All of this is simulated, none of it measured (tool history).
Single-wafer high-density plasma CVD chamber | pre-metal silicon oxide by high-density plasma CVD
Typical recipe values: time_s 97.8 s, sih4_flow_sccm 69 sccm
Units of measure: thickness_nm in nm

run   hour  time_s  sih4_flow_sccm  read-back reference wafer on the same gauge, thickness_nm  thickness_nm
  1      0    97.8              69                                                    637.527       691.271
  2    8.3    97.8              69                                                    637.664       689.898
  3   25.6   107.2              59                                                    638.459       664.377
  4   39.1   107.2              59                                                    638.896       665.606
  5     52   107.2              59                                                    638.838       664.604
  6     61    97.8              69                                                    639.009       692.728
  7   95.1    97.8              69                                                    639.688       691.084
  8    111    97.8              69                                                    640.073       692.102
  9  118.5   113.3              69                                                    639.873       800.023
 10  125.5   113.3              69                                                    639.984       800.335
 11  143.3   113.1              69                                                    640.379       798.887
     162.5  -- silane flow controller replaced
 12    163   113.2              69                                                    640.508       801.012
 13  167.7    97.8              65                                                    640.359       658.495
 14  198.7    97.8              65                                                    640.557       657.635
     203.6  -- gauge calibrated
 15  211.9    92.4              58                                                    634.454       563.344
 16  229.6    97.8              69                                                    635.904       686.013
 17  244.5   114.9              69                                                    636.598       808.683
 18  251.1    83.9              69                                                    637.059       590.007
 19  260.1    80.8              73                                                    637.129       596.804
 20  271.2    81.4              55                                                    637.633       476.006
 21  281.8    97.8              69                                                    638.017        687.13
 22  290.2    79.9              78                                                    638.245       624.955
 23  299.2    92.9              69                                                    638.416        655.68
 24  314.3   114.9              69                                                    638.466       811.048
 25    331   105.8              69                                                    639.315       747.998
 26  345.4    89.9              55                                                    639.052       527.008
 27  351.5   108.9              65                                                    639.364       730.865
 28  367.1    82.8              80                                                    639.506       660.851
 29    383    88.6              81                                                    639.731       718.652
 30  391.6    97.8              69                                                    639.582       691.942

List, for all runs, the conditions of the tool that the log does not record:
delivered silane flow above the setpoint (%): 0, the same for each run
H1: gauge reads high (%)
run     H1
  1  0.529
  2  0.584
  3  0.679
  4   0.74
  5  0.789
  6  0.819
  7  0.903
  8  0.932
  9  0.943
 10  0.953
 11  0.974
 12  0.992
 13  0.996
 14   1.01
 15  0.107
 16  0.286
 17  0.407
 18  0.454
 19  0.511
 20  0.573
 21  0.624
 22   0.66
 23  0.694
 24  0.743
 25  0.787
 26  0.818
 27  0.829
 28  0.855
 29  0.876
 30  0.885

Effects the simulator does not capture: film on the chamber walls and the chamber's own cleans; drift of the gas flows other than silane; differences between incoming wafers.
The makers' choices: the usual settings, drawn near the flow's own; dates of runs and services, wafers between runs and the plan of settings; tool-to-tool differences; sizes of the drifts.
